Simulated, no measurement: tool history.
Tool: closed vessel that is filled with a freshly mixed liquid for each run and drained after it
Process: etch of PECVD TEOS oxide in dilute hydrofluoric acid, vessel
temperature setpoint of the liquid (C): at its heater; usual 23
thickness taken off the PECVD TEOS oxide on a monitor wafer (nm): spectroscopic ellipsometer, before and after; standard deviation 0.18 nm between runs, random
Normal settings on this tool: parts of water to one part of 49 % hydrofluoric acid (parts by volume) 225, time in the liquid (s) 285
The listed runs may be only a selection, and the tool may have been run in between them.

| run | hour | temperature setpoint of the liquid (C) | parts of water to one part of 49 % hydrofluoric acid (parts by volume) | time in the liquid (s) | wafers since the last listed run | hours since the thermometer was replaced | hours since the hydrofluoric acid flow meter was replaced | hours since the gauge calibration | read-back film thickness of the PECVD TEOS oxide reference wafer, read on the same gauge (nm) | thickness taken off the PECVD TEOS oxide on a monitor wafer (nm) |
|---|---|---|---|---|---|---|---|---|---|---|
| 1 | 0 | 24.5 | 225 | 285 | 0 | 1127.7 | 701.8 | 152.3 | 129.99 | 24.49 |
|  | 29.8 | hydrofluoric acid flow meter replaced |
| 2 | 61.7 | 23 | 225 | 285 | 7298 | 1189.4 | 31.9 | 214 | 130 | 20.98 |
| 3 | 136.2 | 23 | 225 | 285 | 8957 | 1263.9 | 106.4 | 288.5 | 130 | 21.53 |
| 4 | 224.5 | 23 | 225 | 285 | 10617 | 1352.2 | 194.7 | 376.8 | 129.98 | 21.36 |
| 5 | 260.8 | 23 | 225 | 285 | 4364 | 1388.5 | 231 | 413.1 | 130.03 | 21.69 |
| 6 | 341.5 | 20 | 225 | 285 | 9703 | 1469.2 | 311.7 | 493.8 | 130.01 | 19.52 |
| 7 | 422.7 | 20 | 225 | 285 | 9763 | 1550.4 | 392.9 | 575 | 129.99 | 19.36 |
| 8 | 485.7 | 20 | 225 | 285 | 7575 | 1613.4 | 455.9 | 638 | 129.99 | 19.73 |
| 9 | 557.7 | 23 | 225 | 285 | 8657 | 1685.4 | 527.9 | 710 | 130.02 | 22.28 |
| 10 | 725.7 | 23 | 225 | 285 | 20200 | 1853.4 | 695.9 | 878 | 130 | 22.61 |
|  | 747.1 | thermometer replaced |
| 11 | 804.1 | 23 | 225 | 285 | 9306 | 57 | 774.3 | 956.4 | 130 | 22.98 |
|  | 868.2 | hydrofluoric acid flow meter replaced |
| 12 | 938.9 | 23 | 225 | 285 | 16088 | 191.8 | 70.7 | 1091.2 | 129.99 | 21.36 |
| 13 | 1031.5 | 23 | 225 | 285 | 11134 | 284.4 | 163.3 | 1183.8 | 130 | 21.56 |
| 14 | 1120.8 | 23 | 225 | 285 | 10737 | 373.7 | 252.6 | 1273.1 | 130.03 | 21.55 |
| 15 | 1223.1 | 23 | 225 | 285 | 12300 | 476 | 354.9 | 1375.4 | 129.99 | 22.03 |
| 16 | 1275.7 | 23 | 225 | 285 | 6324 | 528.6 | 407.5 | 1428 | 129.97 | 22.54 |
| 17 | 1357.1 | 25 | 285 | 435 | 9787 | 610 | 488.9 | 1509.4 | 130.01 | 27.46 |
| 18 | 1464.2 | 26.5 | 165 | 380 | 12877 | 717.1 | 596 | 1616.5 | 130.01 | 49.56 |
| 19 | 1513.1 | 23 | 225 | 285 | 5879 | 766 | 644.9 | 1665.4 | 130 | 22.58 |
| 20 | 1619.5 | 21 | 175 | 160 | 12793 | 872.4 | 751.3 | 1771.8 | 130.01 | 16.12 |
|  | 1682.2 | hydrofluoric acid flow meter replaced |
| 21 | 1687.3 | 23 | 135 | 190 | 8032 | 940.2 | 5.1 | 1839.6 | 130.01 | 25.62 |
|  | 1708.5 | gauge calibrated |
| 22 | 1784.7 | 20 | 225 | 285 | 11711 | 1037.6 | 102.5 | 76.2 | 130 | 19.19 |
| 23 | 1834 | 26 | 225 | 155 | 5927 | 1086.9 | 151.8 | 125.5 | 130 | 13 |
| 24 | 1976.9 | 27 | 120 | 180 | 17182 | 1229.8 | 294.7 | 268.4 | 129.97 | 33.7 |
| 25 | 2028.1 | 25 | 285 | 435 | 6156 | 1281 | 345.9 | 319.6 | 130 | 26.82 |
| 26 | 2101.5 | 23 | 225 | 405 | 8825 | 1354.4 | 419.3 | 393 | 130.01 | 31.81 |
| 27 | 2144 | 23 | 225 | 285 | 5110 | 1396.9 | 461.8 | 435.5 | 130.03 | 22.28 |
| 28 | 2196.5 | 23 | 225 | 285 | 6312 | 1449.4 | 514.3 | 488 | 129.98 | 22.3 |
| 29 | 2267.5 | 26 | 225 | 285 | 8537 | 1520.4 | 585.3 | 559 | 130 | 25.14 |
| 30 | 2305.8 | 23 | 225 | 285 | 4605 | 1558.7 | 623.6 | 597.3 | 130 | 22.97 |
| 31 | 2349.3 | 23 | 225 | 285 | 5230 | 1602.2 | 667.1 | 640.8 | 130.02 | 22.79 |
|  | 2397 | hydrofluoric acid flow meter replaced |
| 32 | 2444.2 | 20.5 | 175 | 180 | 11290 | 1697.1 | 47.2 | 735.7 | 130.01 | 16.53 |

Take each entry between the runs: how does the hidden state at the last listed run before it differ from the hidden state at the first listed run after it?
In the gap between runs 1 and 2: hydrofluoric acid flow meter replaced (hour 29.8)
  hydrofluoric acid flow above the setpoint (%): 7.67 -> 0.331
  what was measured, less what the result would be without the hidden state, thickness taken off the PECVD TEOS oxide on a monitor wafer (nm): +2.13 -> +0.08
In the gap between runs 10 and 11: thermometer replaced (hour 747.1)
  hydrofluoric acid flow above the setpoint (%): 7.2 -> 8.01
  what was measured, less what the result would be without the hidden state, thickness taken off the PECVD TEOS oxide on a monitor wafer (nm): +1.85 -> +2.07
In the gap between runs 11 and 12: hydrofluoric acid flow meter replaced (hour 868.2)
  hydrofluoric acid flow above the setpoint (%): 8.01 -> 0.761
  what was measured, less what the result would be without the hidden state, thickness taken off the PECVD TEOS oxide on a monitor wafer (nm): +2.07 -> +0.2
In the gap between runs 20 and 21: hydrofluoric acid flow meter replaced (hour 1682.2)
  hydrofluoric acid flow above the setpoint (%): 7.8 -> 0.219
  what was measured, less what the result would be without the hidden state, thickness taken off the PECVD TEOS oxide on a monitor wafer (nm): +1.36 -> +0.07
In the gap between runs 21 and 22: gauge calibrated (hour 1708.5)
  hydrofluoric acid flow above the setpoint (%): 0.219 -> 1.23
  what was measured, less what the result would be without the hidden state, thickness taken off the PECVD TEOS oxide on a monitor wafer (nm): +0.07 -> +0.29
In the gap between runs 31 and 32: hydrofluoric acid flow meter replaced (hour 2397)
  hydrofluoric acid flow above the setpoint (%): 7.07 -> 1.99
  what was measured, less what the result would be without the hidden state, thickness taken off the PECVD TEOS oxide on a monitor wafer (nm): +1.83 -> +0.38

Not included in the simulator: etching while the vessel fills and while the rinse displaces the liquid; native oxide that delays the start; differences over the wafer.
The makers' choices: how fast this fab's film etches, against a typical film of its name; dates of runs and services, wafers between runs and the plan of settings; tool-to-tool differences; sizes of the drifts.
